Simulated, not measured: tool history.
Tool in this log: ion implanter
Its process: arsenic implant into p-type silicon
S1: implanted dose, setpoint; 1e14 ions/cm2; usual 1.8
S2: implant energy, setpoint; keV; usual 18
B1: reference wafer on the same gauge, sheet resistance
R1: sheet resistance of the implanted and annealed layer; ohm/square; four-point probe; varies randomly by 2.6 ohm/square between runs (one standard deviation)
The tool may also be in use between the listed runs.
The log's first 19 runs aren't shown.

-- hour=433.5 Faraday cup replaced and dose calibrated
run 20 hour=434 | S1=1.8 S2=18 | B1=419.96 | R1=453.63
run 21 hour=442.2 | S1=1.8 S2=18 | B1=419.15 | R1=456.16
run 22 hour=465.2 | S1=1.8 S2=18 | B1=419.8 | R1=455.94
run 23 hour=498.2 | S1=1.8 S2=15.5 | B1=420.89 | R1=472.13
run 24 hour=525.2 | S1=2.25 S2=22 | B1=420.86 | R1=377.91
run 25 hour=539.2 | S1=2.17 S2=23.5 | B1=420.98 | R1=385.14
-- hour=546 gauge calibrated
run 26 hour=562.1 | S1=1.8 S2=18 | B1=419.89 | R1=462.65
run 27 hour=576.4 | S1=1.32 S2=21 | B1=420.12 | R1=567.66
run 28 hour=603.4 | S1=2.09 S2=22.5 | B1=419.84 | R1=407.04
run 29 hour=638.7 | S1=1.36 S2=18 | B1=421.73 | R1=566.43
run 30 hour=650.8 | S1=2.01 S2=15 | B1=419.9 | R1=440.02
run 31 hour=672.4 | S1=1.8 S2=18 | B1=420.33 | R1=463.02
run 32 hour=690.1 | S1=1.8 S2=18 | B1=419.93 | R1=465.65
run 33 hour=707.8 | S1=1.96 S2=18 | B1=420.53 | R1=437.7
run 34 hour=743.2 | S1=2.13 S2=20 | B1=419.47 | R1=407.03
run 35 hour=760 | S1=1.35 S2=18 | B1=420.7 | R1=578.19
run 36 hour=774.2 | S1=2.33 S2=21 | B1=420.65 | R1=374.82
run 37 hour=803.6 | S1=2.23 S2=14 | B1=419.8 | R1=413.35

Each row is a separate what-if for the run after 37, all from the same tool condition, not one after another. Results?
run A hour=804 | S1=1.8 S2=16 | B1=? | R1=?
run B hour=804 | S1=2.15 S2=22 | B1=? | R1=?
run C hour=804 | S1=2.18 S2=13 | B1=? | R1=?
run D hour=804 | S1=2.05 S2=15 | B1=? | R1=?

run=A B1=420.52 R1=472.89
run=B B1=420.52 R1=396.27
run=C B1=420.52 R1=420.72
run=D B1=420.52 R1=432.78
Take away the tool's hidden state, keep each run's random variation, and the runs would have read:
run=A R1=457.74
run=B R1=383.66
run=C R1=407.06
run=D R1=418.81
